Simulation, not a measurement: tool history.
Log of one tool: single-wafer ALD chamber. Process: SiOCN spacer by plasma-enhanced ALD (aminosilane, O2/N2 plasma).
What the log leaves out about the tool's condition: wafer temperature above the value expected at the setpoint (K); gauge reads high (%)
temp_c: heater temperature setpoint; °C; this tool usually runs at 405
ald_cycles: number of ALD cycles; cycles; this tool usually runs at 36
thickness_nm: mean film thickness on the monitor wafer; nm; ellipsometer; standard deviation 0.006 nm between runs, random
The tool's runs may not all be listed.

run	hour	temp_c	ald_cycles	wafers since the last listed run	hours since the last thermocouple change	hours since the gauge calibration	read-back reference wafer on the same gauge, thickness_nm	thickness_nm
1	0.0	413	36	0	2081.0	201.3	2.132	2.340
2	12.2	413	36	118	2093.2	213.5	2.132	2.357
3	25.5	394	36	129	2106.5	226.8	2.133	2.461
4	51.5	394	36	252	2132.5	252.8	2.135	2.447
5	70.3	405	36	182	2151.3	271.6	2.136	2.417
6	84.4	405	36	137	2165.4	285.7	2.138	2.421
7	105.2	405	36	202	2186.2	306.5	2.139	2.418
8	118.0	405	33	124	2199.0	319.3	2.140	2.212
9	135.0	405	33	165	2216.0	336.3	2.140	2.232
10	170.7	405	33	346	2251.7	372.0	2.143	2.231
11	205.7	405	38	340	2286.7	407.0	2.144	2.568
12	224.7	405	36	184	2305.7	426.0	2.146	2.429
13	243.6	405	36	183	2324.6	444.9	2.145	2.437
# hour 266.6: gauge calibrated
14	278.6	405	36	340	2359.6	12.0	2.125	2.415
15	301.1	409	32	218	2382.1	34.5	2.126	2.111
16	334.4	392	36	323	2415.4	67.8	2.128	2.446
# hour 389.5: thermocouple changed; heater temperature recalibrated
17	433.0	405	36	880	43.5	166.4	2.134	2.411
18	451.7	393	41	181	62.2	185.1	2.137	2.794
19	477.6	405	36	251	88.1	211.0	2.136	2.415
20	500.5	419	32	222	111.0	233.9	2.140	2.052
21	531.7	398	38	303	142.2	265.1	2.140	2.597
22	580.4	391	30	473	190.9	313.8	2.143	2.050
23	615.8	390	33	344	226.3	349.2	2.144	2.254
24	641.7	399	33	251	252.2	375.1	2.147	2.255
# hour 649.8: gauge calibrated
25	671.2	405	30	286	281.7	21.4	2.123	1.994
26	694.1	405	36	222	304.6	44.3	2.126	2.415
27	743.9	405	36	484	354.4	94.1	2.128	2.401
28	769.3	414	41	246	379.8	119.5	2.130	2.666
29	781.7	413	36	120	392.2	131.9	2.130	2.357
30	808.8	412	41	263	419.3	159.0	2.131	2.688

Here are 5 independent what-if runs from the current tool condition. What would each one return?
A	809.3	405	36	4	419.8	159.5	?	?
B	809.3	405	41	4	419.8	159.5	?	?
C	809.3	398	30	4	419.8	159.5	?	?
D	809.3	409	36	4	419.8	159.5	?	?
E	809.3	417	43	4	419.8	159.5	?	?

run	read-back reference wafer on the same gauge, thickness_nm	thickness_nm
A	2.133	2.407
B	2.133	2.741
C	2.133	2.036
D	2.133	2.373
E	2.133	2.755
Take away the tool's hidden state, keep each run's random variation, and the runs would have read:
run	thickness_nm
A	2.393
B	2.726
C	2.025
D	2.360
E	2.739
